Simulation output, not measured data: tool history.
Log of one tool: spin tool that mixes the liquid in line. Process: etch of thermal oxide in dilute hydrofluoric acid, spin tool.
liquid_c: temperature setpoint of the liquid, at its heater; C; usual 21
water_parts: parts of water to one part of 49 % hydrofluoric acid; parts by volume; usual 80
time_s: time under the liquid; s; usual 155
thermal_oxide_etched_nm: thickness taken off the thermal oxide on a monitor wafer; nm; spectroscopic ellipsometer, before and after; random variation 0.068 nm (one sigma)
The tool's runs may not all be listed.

| run | hour | liquid_c | water_parts | time_s | read-back film thickness of the thermal oxide reference wafer, read on the same gauge (nm) | thermal_oxide_etched_nm |
|---|---|---|---|---|---|---|
| 1 | 0 | 21 | 80 | 155 | 99.99 | 7.39 |
| 2 | 9.5 | 21 | 80 | 155 | 99.99 | 7.44 |
| 3 | 23.1 | 21 | 80 | 155 | 99.96 | 7.35 |
| 4 | 35.4 | 21 | 80 | 155 | 100.02 | 7.35 |
| 5 | 43.2 | 21 | 80 | 155 | 100.02 | 7.32 |
| 6 | 53.1 | 21 | 80 | 155 | 99.98 | 7.36 |
| 7 | 68.5 | 17.5 | 80 | 205 | 99.99 | 8.34 |
|  | 80.3 | thermometer replaced |
| 8 | 86.3 | 17.5 | 80 | 205 | 100 | 9.31 |
| 9 | 94.4 | 17.5 | 80 | 205 | 99.95 | 9.24 |
| 10 | 106.7 | 21 | 80 | 155 | 100 | 8.03 |
| 11 | 117.7 | 21 | 95 | 155 | 99.99 | 6.6 |
| 12 | 125.7 | 21 | 95 | 155 | 100.01 | 6.67 |
| 13 | 140.7 | 21 | 80 | 155 | 100.05 | 7.96 |
| 14 | 164.2 | 21 | 110 | 155 | 100.01 | 5.53 |
| 15 | 181.2 | 21 | 80 | 155 | 99.99 | 7.97 |
| 16 | 187.6 | 21 | 80 | 155 | 100.02 | 7.87 |
| 17 | 195.2 | 21 | 80 | 155 | 100.01 | 7.93 |
| 18 | 202.9 | 18 | 95 | 215 | 100 | 7.97 |
|  | 206.2 | hydrofluoric acid flow meter replaced |
|  | 207.5 | gauge calibrated |
| 19 | 215.9 | 24.5 | 80 | 155 | 99.97 | 9.52 |
| 20 | 226.8 | 17.5 | 45 | 245 | 99.98 | 20.84 |
| 21 | 237.6 | 21 | 80 | 115 | 100 | 6.19 |
| 22 | 246.3 | 18 | 65 | 210 | 100.01 | 12.28 |

The next listed run, before its measurement:
| 23 | 258.3 | 25 | 65 | 155 | ? | ? |

Run 23 gave read-back film thickness of the thermal oxide reference wafer, read on the same gauge (nm) 99.98, thermal_oxide_etched_nm 12.06 nm.
Without the tool's hidden state the same run would have given thermal_oxide_etched_nm 12.41 nm.
